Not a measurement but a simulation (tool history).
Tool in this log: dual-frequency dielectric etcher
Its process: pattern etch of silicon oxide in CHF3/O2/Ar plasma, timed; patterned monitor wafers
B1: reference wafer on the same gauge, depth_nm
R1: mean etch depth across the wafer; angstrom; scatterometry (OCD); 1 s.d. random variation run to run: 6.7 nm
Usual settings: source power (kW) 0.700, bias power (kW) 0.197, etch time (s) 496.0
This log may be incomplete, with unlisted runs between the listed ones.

run 1 hour=0.0 | source_power_(kW)=0.700 bias_power_(kW)=0.197 etch_time_(s)=496.0 | B1=1150.3 | R1=9733
run 2 hour=25.9 | source_power_(kW)=0.700 bias_power_(kW)=0.197 etch_time_(s)=496.0 | B1=1150.6 | R1=9803
run 3 hour=60.9 | source_power_(kW)=0.700 bias_power_(kW)=0.197 etch_time_(s)=496.0 | B1=1150.8 | R1=9753
run 4 hour=113.0 | source_power_(kW)=0.700 bias_power_(kW)=0.197 etch_time_(s)=496.0 | B1=1149.8 | R1=9470
-- hour=165.7 wet clean of the chamber
run 5 hour=180.8 | source_power_(kW)=0.700 bias_power_(kW)=0.197 etch_time_(s)=496.0 | B1=1150.6 | R1=10198
run 6 hour=229.4 | source_power_(kW)=0.700 bias_power_(kW)=0.197 etch_time_(s)=496.0 | B1=1149.3 | R1=10045
run 7 hour=266.1 | source_power_(kW)=0.700 bias_power_(kW)=0.197 etch_time_(s)=496.0 | B1=1150.2 | R1=10062
run 8 hour=320.5 | source_power_(kW)=0.700 bias_power_(kW)=0.197 etch_time_(s)=496.0 | B1=1151.5 | R1=9941
run 9 hour=392.0 | source_power_(kW)=0.700 bias_power_(kW)=0.197 etch_time_(s)=496.0 | B1=1150.3 | R1=9915
run 10 hour=444.4 | source_power_(kW)=0.700 bias_power_(kW)=0.197 etch_time_(s)=496.0 | B1=1149.2 | R1=9917
-- hour=464.6 bias power generator calibrated
run 11 hour=469.1 | source_power_(kW)=0.700 bias_power_(kW)=0.153 etch_time_(s)=496.0 | B1=1150.1 | R1=9007
run 12 hour=516.9 | source_power_(kW)=0.600 bias_power_(kW)=0.219 etch_time_(s)=404.5 | B1=1150.0 | R1=7770
run 13 hour=554.2 | source_power_(kW)=0.630 bias_power_(kW)=0.181 etch_time_(s)=403.0 | B1=1150.4 | R1=7339
-- hour=588.7 upper electrode replaced, of another model than before
run 14 hour=589.2 | source_power_(kW)=0.700 bias_power_(kW)=0.230 etch_time_(s)=637.0 | B1=1151.4 | R1=13351
run 15 hour=640.8 | source_power_(kW)=0.700 bias_power_(kW)=0.197 etch_time_(s)=496.0 | B1=1149.6 | R1=9608
-- hour=669.9 wet clean of the chamber
run 16 hour=815.2 | source_power_(kW)=0.700 bias_power_(kW)=0.211 etch_time_(s)=429.5 | B1=1150.7 | R1=8949
run 17 hour=862.6 | source_power_(kW)=0.580 bias_power_(kW)=0.234 etch_time_(s)=353.5 | B1=1151.2 | R1=7280
-- hour=878.0 source power generator calibrated
run 18 hour=888.9 | source_power_(kW)=0.790 bias_power_(kW)=0.197 etch_time_(s)=496.0 | B1=1151.1 | R1=10206
run 19 hour=957.4 | source_power_(kW)=0.550 bias_power_(kW)=0.225 etch_time_(s)=538.5 | B1=1150.9 | R1=10704
run 20 hour=997.2 | source_power_(kW)=0.590 bias_power_(kW)=0.240 etch_time_(s)=454.0 | B1=1149.5 | R1=9431
-- hour=1034.4 gauge calibrated
run 21 hour=1055.1 | source_power_(kW)=0.700 bias_power_(kW)=0.197 etch_time_(s)=496.0 | B1=1147.5 | R1=9723

Forecast run 22:
run 22 hour=1098.0 | source_power_(kW)=0.700 bias_power_(kW)=0.197 etch_time_(s)=496.0 | B1=? | R1=?

Run 22 came out at B1 1151.7, R1 9804 angstrom.
Without the tool's hidden state the same run would have given R1 10188 angstrom.

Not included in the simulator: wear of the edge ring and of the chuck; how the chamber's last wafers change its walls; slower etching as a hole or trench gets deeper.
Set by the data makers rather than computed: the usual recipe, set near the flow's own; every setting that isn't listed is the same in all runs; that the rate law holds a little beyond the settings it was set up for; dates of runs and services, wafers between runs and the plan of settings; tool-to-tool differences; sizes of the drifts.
